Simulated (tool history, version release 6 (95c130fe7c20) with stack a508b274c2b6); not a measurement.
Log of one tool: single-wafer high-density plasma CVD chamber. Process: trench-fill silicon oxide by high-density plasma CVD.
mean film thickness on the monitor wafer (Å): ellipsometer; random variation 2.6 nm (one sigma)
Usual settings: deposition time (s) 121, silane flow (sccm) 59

| run | day | deposition time (s) | silane flow (sccm) | wafers since the last listed run | hours since the silane flow controller was replaced | hours since the gauge calibration | read-back reference wafer on the same gauge, thickness_nm | mean film thickness on the monitor wafer (Å) |
|---|---|---|---|---|---|---|---|---|
| 1 | 0 | 121 | 59 | 0 | 2976.3 | 1022.7 | 666.149 | 7322.18 |
| 2 | 1.958 | 121 | 59 | 450 | 3023.3 | 1069.7 | 666.902 | 7313.25 |
| 3 | 3.512 | 121 | 59 | 357 | 3060.6 | 1107 | 665.777 | 7293.09 |
| 4 | 4.662 | 121 | 59 | 264 | 3088.2 | 1134.6 | 666.538 | 7304.32 |
| 5 | 6.404 | 121 | 59 | 400 | 3130 | 1176.4 | 666.351 | 7323.33 |
| 6 | 8.817 | 121 | 59 | 554 | 3187.9 | 1234.3 | 666.095 | 7297.45 |
| 7 | 10.438 | 121 | 59 | 372 | 3226.8 | 1273.2 | 665.607 | 7323.02 |
| 8 | 11.929 | 121 | 54 | 342 | 3262.6 | 1309 | 665.794 | 6800.69 |
| 9 | 14.608 | 121 | 54 | 615 | 3326.9 | 1373.3 | 665.577 | 6818.73 |
| 10 | 15.979 | 121 | 54 | 315 | 3359.8 | 1406.2 | 666.18 | 6795.12 |
| 11 | 18.8 | 127 | 63 | 648 | 3427.5 | 1473.9 | 666.474 | 8115.68 |
| 12 | 22.267 | 127 | 63 | 796 | 3510.7 | 1557.1 | 665.157 | 8112.71 |
| 13 | 25.15 | 121 | 67 | 662 | 3579.9 | 1626.3 | 665.797 | 8138 |
| 14 | 27.35 | 121 | 67 | 505 | 3632.7 | 1679.1 | 665.781 | 8026.45 |
|  | 33 | gauge calibrated |
| 15 | 33.196 | 121 | 56 | 1343 | 3773 | 4.7 | 666.576 | 6971.18 |
| 16 | 39.542 | 121 | 56 | 1458 | 3925.3 | 157 | 665.651 | 6983.69 |
| 17 | 40.875 | 121 | 63 | 306 | 3957.3 | 189 | 666.062 | 7659.53 |
| 18 | 43.183 | 144 | 68 | 530 | 4012.7 | 244.4 | 666.698 | 9732.9 |
|  | 44.333 | silane flow controller replaced |
| 19 | 44.617 | 111 | 65 | 252 | 6.8 | 278.8 | 665.94 | 7609.73 |
| 20 | 46.008 | 121 | 59 | 319 | 40.2 | 312.2 | 666.086 | 7694.12 |
| 21 | 47.571 | 132 | 65 | 359 | 77.7 | 349.7 | 666.671 | 9076.04 |
| 22 | 50.312 | 133 | 66 | 630 | 143.5 | 415.5 | 666.417 | 9113.34 |
| 23 | 52.688 | 121 | 48 | 545 | 200.5 | 472.5 | 665.985 | 6496.83 |
| 24 | 54.75 | 137 | 50 | 474 | 250 | 522 | 666.266 | 7557.15 |
| 25 | 57.175 | 141 | 63 | 557 | 308.2 | 580.2 | 666.101 | 9268.3 |
| 26 | 58.275 | 97 | 66 | 252 | 334.6 | 606.6 | 665.883 | 6604.81 |
| 27 | 60.296 | 109 | 66 | 464 | 383.1 | 655.1 | 666.084 | 7421.82 |
| 28 | 61.638 | 121 | 56 | 308 | 415.3 | 687.3 | 665.193 | 7236.55 |
| 29 | 63.221 | 121 | 59 | 363 | 453.3 | 725.3 | 665.956 | 7568.79 |

What if the next run were any one of these 4? Each begins from the tool's condition after run 29:
| A | 63.238 | 109 | 59 | 3 | 453.7 | 725.7 | ? | ? |
| B | 63.238 | 133 | 48 | 3 | 453.7 | 725.7 | ? | ? |
| C | 63.238 | 136 | 66 | 3 | 453.7 | 725.7 | ? | ? |
| D | 63.238 | 141 | 64 | 3 | 453.7 | 725.7 | ? | ? |

| run | read-back reference wafer on the same gauge, thickness_nm | mean film thickness on the monitor wafer (Å) |
|---|---|---|
| A | 666.196 | 6838.09 |
| B | 666.196 | 7111.86 |
| C | 666.196 | 9333.52 |
| D | 666.196 | 9439.22 |
Without the tool's unlogged condition, the same runs would have read:
| run | mean film thickness on the monitor wafer (Å) |
|---|---|
| A | 6940.61 |
| B | 7218.49 |
| C | 9473.46 |
| D | 9580.74 |

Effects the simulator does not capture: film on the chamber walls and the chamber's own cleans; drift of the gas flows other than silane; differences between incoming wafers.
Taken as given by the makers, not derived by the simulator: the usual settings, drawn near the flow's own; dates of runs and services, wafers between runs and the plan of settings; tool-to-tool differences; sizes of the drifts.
